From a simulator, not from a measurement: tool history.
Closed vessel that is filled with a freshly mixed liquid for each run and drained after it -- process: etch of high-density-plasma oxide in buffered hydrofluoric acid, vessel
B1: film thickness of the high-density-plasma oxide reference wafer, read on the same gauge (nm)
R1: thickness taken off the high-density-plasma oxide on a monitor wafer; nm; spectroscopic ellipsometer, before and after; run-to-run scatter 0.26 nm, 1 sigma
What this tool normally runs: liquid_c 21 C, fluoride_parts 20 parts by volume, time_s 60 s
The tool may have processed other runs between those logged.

Run 1, day 0: usual settings; B1 80. Result: R1 35.75 nm.
Run 2, day 1.921: usual settings; B1 80.02. Result: R1 35.56 nm.
Run 3, day 8.433: usual settings; B1 80.02. Result: R1 34.97 nm.
Run 4, day 11.233: usual settings; B1 79.99. Result: R1 35.07 nm.
Run 5, day 12.775: usual settings; B1 79.96. Result: R1 34.86 nm.
Run 6, day 14.375: usual settings; B1 80.01. Result: R1 34.84 nm.
Run 7, day 15.442: usual settings but time_s 50 s; B1 80.04. Result: R1 29.17 nm.
At day 16.088: hydrofluoric acid flow meter replaced.
At day 16.467: thermometer replaced.
Run 8, day 17.238: usual settings but liquid_c 17 C, fluoride_parts 27.5 parts by volume, time_s 50 s; B1 79.99. Result: R1 21.15 nm.
Run 9, day 19.679: usual settings but fluoride_parts 26 parts by volume, time_s 30 s; B1 80. Result: R1 16.34 nm.
Run 10, day 22.454: usual settings but liquid_c 25.5 C, fluoride_parts 16.5 parts by volume; B1 79.99. Result: R1 59.72 nm.
Run 11, day 24.65: usual settings but liquid_c 19.5 C; B1 80. Result: R1 35.55 nm.
At day 25.196: gauge calibrated.
Run 12, day 27.579: usual settings but time_s 90 s; B1 80. Result: R1 57.78 nm.
Run 13, day 29.321: usual settings but liquid_c 17 C, fluoride_parts 17.5 parts by volume, time_s 80 s; B1 79.98. Result: R1 46.05 nm.
Run 14, day 30.829: usual settings but liquid_c 18 C, time_s 85 s; B1 80.02. Result: R1 45.4 nm.
Run 15, day 32.838: usual settings but liquid_c 25.5 C, time_s 70 s; B1 79.96. Result: R1 56.89 nm.
Run 16, day 35.421: usual settings but fluoride_parts 14 parts by volume, time_s 45 s; B1 80.01. Result: R1 39.51 nm.
Run 17, day 38.054: usual settings; B1 80. Result: R1 37.48 nm.
Run 18, day 39.338: usual settings but fluoride_parts 17 parts by volume, time_s 30 s; B1 79.97. Result: R1 21.58 nm.
Run 19, day 40.521: usual settings but liquid_c 25 C, fluoride_parts 26.5 parts by volume, time_s 90 s; B1 79.97. Result: R1 57.36 nm.
Run 20, day 41.754: usual settings; B1 80.04. Result: R1 36.96 nm.
Run 21, day 42.925: usual settings but time_s 80 s; B1 79.99. Result: R1 49.4 nm.
Run 22, day 45.692: usual settings but liquid_c 18.5 C, time_s 50 s; B1 80.01. Result: R1 26.56 nm.
Run 23, day 47.954: usual settings; B1 79.97. Result: R1 36.33 nm.
Run 24, day 49.054: usual settings but time_s 80 s; B1 80.01. Result: R1 48.94 nm.
Run 25, day 51.171: usual settings; B1 79.99. Result: R1 36.86 nm.
Run 26, day 58.262: usual settings but liquid_c 18.5 C, time_s 45 s; B1 80. Result: R1 23.12 nm.
Run 27, day 61.154: usual settings; B1 80. Result: R1 35.99 nm.
Run 28, day 66.083: usual settings but liquid_c 25 C, fluoride_parts 16 parts by volume, time_s 70 s; B1 79.98. Result: R1 61.72 nm.
At day 66.308: hydrofluoric acid flow meter replaced.
Run 29, day 67.438: usual settings; B1 79.96. Result: R1 38.35 nm.
Run 30, day 70.425: usual settings but liquid_c 23.5 C, fluoride_parts 18 parts by volume, time_s 30 s; B1 79.99. Result: R1 24.33 nm.

Some steps in R1, run to run, broken into two amounts with sign: the step expected even without the hidden condition (settings, incoming material, random variation), and the rest, left for the hidden condition together with whatever gauge scatter is not in both the measured and the hidden-condition-free result:
Hidden state at play: liquid colder than its thermometer reads (K); hydrofluoric acid flow below the setpoint (%); gauge reads high (%).
Run 7 -> 8: liquid_c 21 -> 17, fluoride_parts 20 -> 27.5, hydrofluoric acid flow meter replaced, thermometer replaced. R1 -8.02 nm: hidden state +4.1, all else -12.12.
Run 9 -> 10: liquid_c 21 -> 25.5, fluoride_parts 26 -> 16.5, time_s 30 -> 60. R1 +43.38 nm: hidden state -1.91, all else +45.29.
Run 18 -> 19: liquid_c 21 -> 25, fluoride_parts 17 -> 26.5, time_s 30 -> 90. R1 +35.78 nm: hidden state -1.99, all else +37.77.
Run 27 -> 28: liquid_c 21 -> 25, fluoride_parts 20 -> 16, time_s 60 -> 70. R1 +25.73 nm: hidden state -6.6, all else +32.33.
Run 28 -> 29: liquid_c 25 -> 21, fluoride_parts 16 -> 20, time_s 70 -> 60, hydrofluoric acid flow meter replaced. R1 -23.37 nm: hidden state +9.56, all else -32.93.
